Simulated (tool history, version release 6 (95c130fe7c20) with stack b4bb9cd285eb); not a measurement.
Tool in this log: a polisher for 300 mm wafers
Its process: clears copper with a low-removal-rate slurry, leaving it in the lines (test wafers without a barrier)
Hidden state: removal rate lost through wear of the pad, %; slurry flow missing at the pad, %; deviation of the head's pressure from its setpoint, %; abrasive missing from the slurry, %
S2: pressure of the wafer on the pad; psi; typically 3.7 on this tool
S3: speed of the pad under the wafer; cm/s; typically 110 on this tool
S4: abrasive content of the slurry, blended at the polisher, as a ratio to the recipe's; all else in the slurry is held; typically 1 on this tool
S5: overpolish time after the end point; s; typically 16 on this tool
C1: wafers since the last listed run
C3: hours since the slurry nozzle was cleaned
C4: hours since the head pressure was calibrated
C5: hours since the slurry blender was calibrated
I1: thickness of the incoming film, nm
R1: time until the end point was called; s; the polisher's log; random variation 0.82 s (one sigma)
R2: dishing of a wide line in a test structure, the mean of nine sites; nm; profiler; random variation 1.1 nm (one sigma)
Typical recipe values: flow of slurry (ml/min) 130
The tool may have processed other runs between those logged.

run 1 day=0 | flow_of_slurry_(ml/min)=130 S2=3.7 S3=110 S4=1 S5=16 | C1=0 wafers_polished_on_this_pad=1489 C3=766.7 C4=905.3 C5=300.6 | I1=337.2 | R1=81.7 R2=51
run 2 day=1.492 | flow_of_slurry_(ml/min)=130 S2=3.7 S3=110 S4=1 S5=9 | C1=265 wafers_polished_on_this_pad=1755 C3=802.5 C4=941.1 C5=336.4 | I1=340.2 | R1=80.7 R2=30.7
run 3 day=4.479 | flow_of_slurry_(ml/min)=130 S2=3.7 S3=110 S4=1 S5=9 | C1=532 wafers_polished_on_this_pad=2287 C3=874.2 C4=1012.8 C5=408.1 | I1=341.5 | R1=81.8 R2=31.5
-- day=6.212 slurry nozzle cleaned
run 4 day=6.617 | flow_of_slurry_(ml/min)=130 S2=3.7 S3=110 S4=1 S5=9 | C1=373 wafers_polished_on_this_pad=2661 C3=9.7 C4=1064.1 C5=459.4 | I1=338.7 | R1=82.4 R2=30.3
-- day=7.042 slurry blender recalibrated
run 5 day=8.142 | flow_of_slurry_(ml/min)=130 S2=3.7 S3=110 S4=1 S5=16 | C1=256 wafers_polished_on_this_pad=2918 C3=46.3 C4=1100.7 C5=26.4 | I1=335.4 | R1=82.1 R2=49.3
-- day=8.288 head pressure recalibrated
-- day=9.283 worn pad replaced by a new one
run 6 day=9.562 | flow_of_slurry_(ml/min)=130 S2=3.1 S3=110 S4=1 S5=16 | C1=208 wafers_polished_on_this_pad=50 C3=80.4 C4=30.6 C5=60.5 | I1=345.9 | R1=96.6 R2=43.2
run 7 day=12.275 | flow_of_slurry_(ml/min)=130 S2=3.1 S3=110 S4=1 S5=16 | C1=483 wafers_polished_on_this_pad=533 C3=145.5 C4=95.7 C5=125.6 | I1=337.4 | R1=92.7 R2=44.5
run 8 day=15.104 | flow_of_slurry_(ml/min)=130 S2=3.7 S3=110 S4=1 S5=16 | C1=504 wafers_polished_on_this_pad=1037 C3=213.4 C4=163.6 C5=193.5 | I1=345.4 | R1=78.4 R2=52
run 9 day=17.429 | flow_of_slurry_(ml/min)=145 S2=3.7 S3=76 S4=0.9 S5=11 | C1=414 wafers_polished_on_this_pad=1452 C3=269.2 C4=219.4 C5=249.3 | I1=339.5 | R1=113.3 R2=26.7
run 10 day=18.817 | flow_of_slurry_(ml/min)=130 S2=2.8 S3=110 S4=1.1 S5=11 | C1=247 wafers_polished_on_this_pad=1699 C3=302.5 C4=252.7 C5=282.6 | I1=347.3 | R1=105.9 R2=30.7
run 11 day=20.183 | flow_of_slurry_(ml/min)=95 S2=3.2 S3=120 S4=1 S5=8 | C1=243 wafers_polished_on_this_pad=1943 C3=335.3 C4=285.5 C5=315.4 | I1=340.9 | R1=88 R2=25.5
run 12 day=21.833 | flow_of_slurry_(ml/min)=130 S2=2.4 S3=134 S4=0.75 S5=16 | C1=294 wafers_polished_on_this_pad=2237 C3=374.9 C4=325.1 C5=355 | I1=339.3 | R1=103.5 R2=39.4
run 13 day=23.562 | flow_of_slurry_(ml/min)=130 S2=3.7 S3=110 S4=1 S5=16 | C1=308 wafers_polished_on_this_pad=2545 C3=416.4 C4=366.6 C5=396.5 | I1=343.5 | R1=80.4 R2=51.6
-- day=24.279 slurry blender recalibrated
-- day=26.988 worn pad replaced by a new one
run 14 day=29.696 | flow_of_slurry_(ml/min)=170 S2=3.7 S3=110 S4=1 S5=16 | C1=1048 wafers_polished_on_this_pad=482 C3=563.6 C4=513.8 C5=130 | I1=342 | R1=76.5 R2=53.7
run 15 day=32.446 | flow_of_slurry_(ml/min)=90 S2=3.7 S3=130 S4=1 S5=16 | C1=490 wafers_polished_on_this_pad=972 C3=629.6 C4=579.8 C5=196 | I1=338 | R1=71.4 R2=55
run 16 day=34.104 | flow_of_slurry_(ml/min)=90 S2=4.7 S3=110 S4=1 S5=16 | C1=295 wafers_polished_on_this_pad=1268 C3=669.4 C4=619.6 C5=235.8 | I1=340.1 | R1=66 R2=56.8
run 17 day=36.788 | flow_of_slurry_(ml/min)=155 S2=4.2 S3=110 S4=1.2 S5=16 | C1=478 wafers_polished_on_this_pad=1746 C3=733.8 C4=684 C5=300.2 | I1=345 | R1=67.6 R2=58.2
run 18 day=39.092 | flow_of_slurry_(ml/min)=150 S2=3.7 S3=110 S4=1 S5=23 | C1=410 wafers_polished_on_this_pad=2157 C3=789.1 C4=739.3 C5=355.5 | I1=345.8 | R1=80.5 R2=66.5
run 19 day=40.888 | flow_of_slurry_(ml/min)=130 S2=3.7 S3=134 S4=1 S5=16 | C1=320 wafers_polished_on_this_pad=2477 C3=832.2 C4=782.4 C5=398.6 | I1=340.6 | R1=66 R2=58.6
run 20 day=42.767 | flow_of_slurry_(ml/min)=130 S2=3.7 S3=110 S4=1 S5=9 | C1=334 wafers_polished_on_this_pad=2812 C3=877.3 C4=827.5 C5=443.7 | I1=336.3 | R1=80.1 R2=29.9
-- day=43.408 slurry blender recalibrated
-- day=44.417 worn pad replaced by a new one
-- day=44.654 slurry nozzle cleaned
run 21 day=45.446 | flow_of_slurry_(ml/min)=130 S2=4.6 S3=110 S4=1 S5=19 | C1=425 wafers_polished_on_this_pad=176 C3=19 C4=891.8 C5=48.9 | I1=341.8 | R1=65.7 R2=68.3
run 22 day=47.588 | flow_of_slurry_(ml/min)=145 S2=3.2 S3=110 S4=1 S5=16 | C1=381 wafers_polished_on_this_pad=557 C3=70.4 C4=943.2 C5=100.3 | I1=341.6 | R1=95 R2=43.2
run 23 day=50.262 | flow_of_slurry_(ml/min)=130 S2=4.2 S3=110 S4=1 S5=16 | C1=476 wafers_polished_on_this_pad=1034 C3=134.6 C4=1007.4 C5=164.5 | I1=337 | R1=72.9 R2=53.1
run 24 day=51.654 | flow_of_slurry_(ml/min)=150 S2=2.7 S3=110 S4=1 S5=16 | C1=248 wafers_polished_on_this_pad=1282 C3=168 C4=1040.8 C5=197.9 | I1=336.2 | R1=110.3 R2=37.4
run 25 day=53.058 | flow_of_slurry_(ml/min)=130 S2=3.7 S3=110 S4=1 S5=16 | C1=250 wafers_polished_on_this_pad=1532 C3=201.7 C4=1074.5 C5=231.6 | I1=337.7 | R1=83.1 R2=47.8
-- day=54.05 head pressure recalibrated
run 26 day=54.075 | flow_of_slurry_(ml/min)=130 S2=3.7 S3=94 S4=1.15 S5=16 | C1=166 wafers_polished_on_this_pad=1699 C3=226.1 C4=0.6 C5=256 | I1=336.9 | R1=88 R2=47.8
run 27 day=55.933 | flow_of_slurry_(ml/min)=130 S2=3.7 S3=110 S4=1 S5=16 | C1=331 wafers_polished_on_this_pad=2030 C3=270.7 C4=45.2 C5=300.6 | I1=343 | R1=78.7 R2=51.7
run 28 day=58.267 | flow_of_slurry_(ml/min)=130 S2=3.7 S3=110 S4=1 S5=25 | C1=415 wafers_polished_on_this_pad=2446 C3=326.7 C4=101.2 C5=356.6 | I1=335.5 | R1=76.2 R2=71.1
run 29 day=60.267 | flow_of_slurry_(ml/min)=130 S2=3.7 S3=110 S4=1 S5=16 | C1=356 wafers_polished_on_this_pad=2802 C3=374.7 C4=149.2 C5=404.6 | I1=344 | R1=79.3 R2=53

Here are 3 independent what-if runs from the current tool condition. What would each one return?
run A day=60.283 | flow_of_slurry_(ml/min)=130 S2=3.7 S3=110 S4=1 S5=11 | C1=2 wafers_polished_on_this_pad=2805 C3=375.1 C4=149.6 C5=405 | I1=343.2 | R1=? R2=?
run B day=60.283 | flow_of_slurry_(ml/min)=145 S2=2.8 S3=124 S4=1 S5=7 | C1=2 wafers_polished_on_this_pad=2805 C3=375.1 C4=149.6 C5=405 | I1=343.2 | R1=? R2=?
run C day=60.283 | flow_of_slurry_(ml/min)=165 S2=2.8 S3=110 S4=1 S5=9 | C1=2 wafers_polished_on_this_pad=2805 C3=375.1 C4=149.6 C5=405 | I1=343.2 | R1=? R2=?

run=A R1=79.2 R2=37.4
run=B R1=91.4 R2=21.7
run=C R1=101.2 R2=24.9
With no hidden state in the tool, these same runs would have given:
run=A R1=79.5 R2=37.2
run=B R1=91.7 R2=21.7
run=C R1=101.6 R2=24.8

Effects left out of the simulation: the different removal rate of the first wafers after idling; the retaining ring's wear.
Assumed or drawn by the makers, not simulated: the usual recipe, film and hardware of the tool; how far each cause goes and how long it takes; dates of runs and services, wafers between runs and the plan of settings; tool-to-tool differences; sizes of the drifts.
